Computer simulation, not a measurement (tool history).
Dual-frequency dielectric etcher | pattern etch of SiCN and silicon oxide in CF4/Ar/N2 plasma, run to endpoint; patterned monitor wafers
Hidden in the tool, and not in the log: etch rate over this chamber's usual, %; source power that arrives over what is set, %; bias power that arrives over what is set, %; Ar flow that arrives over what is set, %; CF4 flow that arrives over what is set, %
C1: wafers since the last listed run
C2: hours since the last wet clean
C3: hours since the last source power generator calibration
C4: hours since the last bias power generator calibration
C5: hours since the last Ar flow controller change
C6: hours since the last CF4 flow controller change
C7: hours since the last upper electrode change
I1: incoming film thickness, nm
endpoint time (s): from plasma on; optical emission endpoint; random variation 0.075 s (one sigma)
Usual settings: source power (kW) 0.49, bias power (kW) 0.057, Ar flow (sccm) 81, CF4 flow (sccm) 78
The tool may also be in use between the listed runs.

{"run": 1, "hour": 0.0, "source power (kW)": 0.49, "bias power (kW)": 0.062, "Ar flow (sccm)": 81, "CF4 flow (sccm)": 78, "C1": 0, "C2": 85.8, "C3": 3888.2, "C4": 3254.4, "C5": 252.9, "C6": 5857.4, "C7": 5456, "I1": 11.44, "endpoint time (s)": 12.5}
{"run": 2, "hour": 46.4, "source power (kW)": 0.49, "bias power (kW)": 0.057, "Ar flow (sccm)": 96, "CF4 flow (sccm)": 78, "C1": 608, "C2": 132.2, "C3": 3934.6, "C4": 3300.8, "C5": 299.3, "C6": 5903.8, "C7": 5502.4, "I1": 11.52, "endpoint time (s)": 13}
{"hour": 104.0, "done": "upper electrode replaced"}
{"run": 3, "hour": 109.6, "source power (kW)": 0.49, "bias power (kW)": 0.062, "Ar flow (sccm)": 65, "CF4 flow (sccm)": 78, "C1": 513, "C2": 195.4, "C3": 3997.8, "C4": 3364, "C5": 362.5, "C6": 5967, "C7": 5.6, "I1": 11.36, "endpoint time (s)": 11.9}
{"hour": 126.2, "done": "CF4 flow controller replaced"}
{"run": 4, "hour": 135.3, "source power (kW)": 0.4, "bias power (kW)": 0.047, "Ar flow (sccm)": 81, "CF4 flow (sccm)": 78, "C1": 258, "C2": 221.1, "C3": 4023.5, "C4": 3389.7, "C5": 388.2, "C6": 9.1, "C7": 31.3, "I1": 11.42, "endpoint time (s)": 15.3}
{"run": 5, "hour": 200.8, "source power (kW)": 0.49, "bias power (kW)": 0.057, "Ar flow (sccm)": 87, "CF4 flow (sccm)": 78, "C1": 858, "C2": 286.6, "C3": 4089, "C4": 3455.2, "C5": 453.7, "C6": 74.6, "C7": 96.8, "I1": 11.42, "endpoint time (s)": 13}
{"run": 6, "hour": 230.1, "source power (kW)": 0.49, "bias power (kW)": 0.057, "Ar flow (sccm)": 81, "CF4 flow (sccm)": 78, "C1": 384, "C2": 315.9, "C3": 4118.3, "C4": 3484.5, "C5": 483, "C6": 103.9, "C7": 126.1, "I1": 11.29, "endpoint time (s)": 12.7}
{"run": 7, "hour": 279.5, "source power (kW)": 0.45, "bias power (kW)": 0.053, "Ar flow (sccm)": 98, "CF4 flow (sccm)": 62, "C1": 647, "C2": 365.3, "C3": 4167.7, "C4": 3533.9, "C5": 532.4, "C6": 153.3, "C7": 175.5, "I1": 11.28, "endpoint time (s)": 14.8}
{"run": 8, "hour": 340.7, "source power (kW)": 0.49, "bias power (kW)": 0.057, "Ar flow (sccm)": 81, "CF4 flow (sccm)": 78, "C1": 802, "C2": 426.5, "C3": 4228.9, "C4": 3595.1, "C5": 593.6, "C6": 214.5, "C7": 236.7, "I1": 11.41, "endpoint time (s)": 13.1}
{"run": 9, "hour": 401.1, "source power (kW)": 0.54, "bias power (kW)": 0.057, "Ar flow (sccm)": 81, "CF4 flow (sccm)": 78, "C1": 791, "C2": 486.9, "C3": 4289.3, "C4": 3655.5, "C5": 654, "C6": 274.9, "C7": 297.1, "I1": 11.56, "endpoint time (s)": 12.6}
{"run": 10, "hour": 432.5, "source power (kW)": 0.53, "bias power (kW)": 0.057, "Ar flow (sccm)": 81, "CF4 flow (sccm)": 78, "C1": 411, "C2": 518.3, "C3": 4320.7, "C4": 3686.9, "C5": 685.4, "C6": 306.3, "C7": 328.5, "I1": 11.35, "endpoint time (s)": 12.4}
{"run": 11, "hour": 496.6, "source power (kW)": 0.49, "bias power (kW)": 0.057, "Ar flow (sccm)": 81, "CF4 flow (sccm)": 78, "C1": 840, "C2": 582.4, "C3": 4384.8, "C4": 3751, "C5": 749.5, "C6": 370.4, "C7": 392.6, "I1": 11.42, "endpoint time (s)": 13.1}
{"hour": 524.5, "done": "wet clean of the chamber"}
{"hour": 548.1, "done": "bias power generator calibrated"}
{"run": 12, "hour": 553.9, "source power (kW)": 0.49, "bias power (kW)": 0.05, "Ar flow (sccm)": 96, "CF4 flow (sccm)": 72, "C1": 384, "C2": 29.4, "C3": 4442.1, "C4": 5.8, "C5": 806.8, "C6": 427.7, "C7": 449.9, "I1": 11.35, "endpoint time (s)": 13.6}
{"hour": 577.1, "done": "source power generator calibrated"}
{"run": 13, "hour": 620.0, "source power (kW)": 0.49, "bias power (kW)": 0.063, "Ar flow (sccm)": 86, "CF4 flow (sccm)": 90, "C1": 813, "C2": 95.5, "C3": 42.9, "C4": 71.9, "C5": 872.9, "C6": 493.8, "C7": 516, "I1": 11.31, "endpoint time (s)": 11.9}
{"run": 14, "hour": 648.6, "source power (kW)": 0.4, "bias power (kW)": 0.057, "Ar flow (sccm)": 93, "CF4 flow (sccm)": 83, "C1": 374, "C2": 124.1, "C3": 71.5, "C4": 100.5, "C5": 901.5, "C6": 522.4, "C7": 544.6, "I1": 11.38, "endpoint time (s)": 14.4}
{"run": 15, "hour": 683.3, "source power (kW)": 0.49, "bias power (kW)": 0.05, "Ar flow (sccm)": 86, "CF4 flow (sccm)": 67, "C1": 454, "C2": 158.8, "C3": 106.2, "C4": 135.2, "C5": 936.2, "C6": 557.1, "C7": 579.3, "I1": 11.38, "endpoint time (s)": 13.8}
{"run": 16, "hour": 755.1, "source power (kW)": 0.49, "bias power (kW)": 0.057, "Ar flow (sccm)": 81, "CF4 flow (sccm)": 90, "C1": 941, "C2": 230.6, "C3": 178, "C4": 207, "C5": 1008, "C6": 628.9, "C7": 651.1, "I1": 11.36, "endpoint time (s)": 12.3}
{"run": 17, "hour": 814.1, "source power (kW)": 0.56, "bias power (kW)": 0.057, "Ar flow (sccm)": 90, "CF4 flow (sccm)": 64, "C1": 773, "C2": 289.6, "C3": 237, "C4": 266, "C5": 1067, "C6": 687.9, "C7": 710.1, "I1": 11.33, "endpoint time (s)": 12.4}
{"run": 18, "hour": 861.5, "source power (kW)": 0.49, "bias power (kW)": 0.057, "Ar flow (sccm)": 81, "CF4 flow (sccm)": 78, "C1": 621, "C2": 337, "C3": 284.4, "C4": 313.4, "C5": 1114.4, "C6": 735.3, "C7": 757.5, "I1": 11.38, "endpoint time (s)": 12.9}
{"run": 19, "hour": 900.1, "source power (kW)": 0.57, "bias power (kW)": 0.071, "Ar flow (sccm)": 93, "CF4 flow (sccm)": 78, "C1": 505, "C2": 375.6, "C3": 323, "C4": 352, "C5": 1153, "C6": 773.9, "C7": 796.1, "I1": 11.34, "endpoint time (s)": 11.2}
{"run": 20, "hour": 928.9, "source power (kW)": 0.42, "bias power (kW)": 0.068, "Ar flow (sccm)": 74, "CF4 flow (sccm)": 86, "C1": 377, "C2": 404.4, "C3": 351.8, "C4": 380.8, "C5": 1181.8, "C6": 802.7, "C7": 824.9, "I1": 11.45, "endpoint time (s)": 13.2}
{"run": 21, "hour": 976.7, "source power (kW)": 0.49, "bias power (kW)": 0.05, "Ar flow (sccm)": 96, "CF4 flow (sccm)": 72, "C1": 626, "C2": 452.2, "C3": 399.6, "C4": 428.6, "C5": 1229.6, "C6": 850.5, "C7": 872.7, "I1": 11.45, "endpoint time (s)": 14.2}
{"run": 22, "hour": 1007.9, "source power (kW)": 0.49, "bias power (kW)": 0.057, "Ar flow (sccm)": 81, "CF4 flow (sccm)": 60, "C1": 408, "C2": 483.4, "C3": 430.8, "C4": 459.8, "C5": 1260.8, "C6": 881.7, "C7": 903.9, "I1": 11.45, "endpoint time (s)": 13.7}
{"run": 23, "hour": 1042.9, "source power (kW)": 0.54, "bias power (kW)": 0.057, "Ar flow (sccm)": 81, "CF4 flow (sccm)": 86, "C1": 458, "C2": 518.4, "C3": 465.8, "C4": 494.8, "C5": 1295.8, "C6": 916.7, "C7": 938.9, "I1": 11.42, "endpoint time (s)": 12.1}
{"hour": 1126.0, "done": "wet clean of the chamber"}
{"run": 24, "hour": 1126.5, "source power (kW)": 0.41, "bias power (kW)": 0.057, "Ar flow (sccm)": 81, "CF4 flow (sccm)": 78, "C1": 781, "C2": 0.5, "C3": 549.4, "C4": 578.4, "C5": 1379.4, "C6": 1000.3, "C7": 1022.5, "I1": 11.44, "endpoint time (s)": 14.1}

The tool's hidden state at each run:
source power that arrives over what is set, %: 0 in every run
bias power that arrives over what is set, %: 0 in every run
Ar flow that arrives over what is set, %: 0 in every run
CF4 flow that arrives over what is set, %: 0 in every run
H1: etch rate over this chamber's usual, %
run=1 H1=-0.357
run=2 H1=-0.724
run=3 H1=-1.22
run=4 H1=-1.43
run=5 H1=-1.95
run=6 H1=-2.18
run=7 H1=-2.57
run=8 H1=-3.05
run=9 H1=-3.53
run=10 H1=-3.78
run=11 H1=-4.29
run=12 H1=0.331
run=13 H1=-0.192
run=14 H1=-0.418
run=15 H1=-0.693
run=16 H1=-1.26
run=17 H1=-1.73
run=18 H1=-2.1
run=19 H1=-2.41
run=20 H1=-2.64
run=21 H1=-3.01
run=22 H1=-3.26
run=23 H1=-3.54
run=24 H1=-0.326
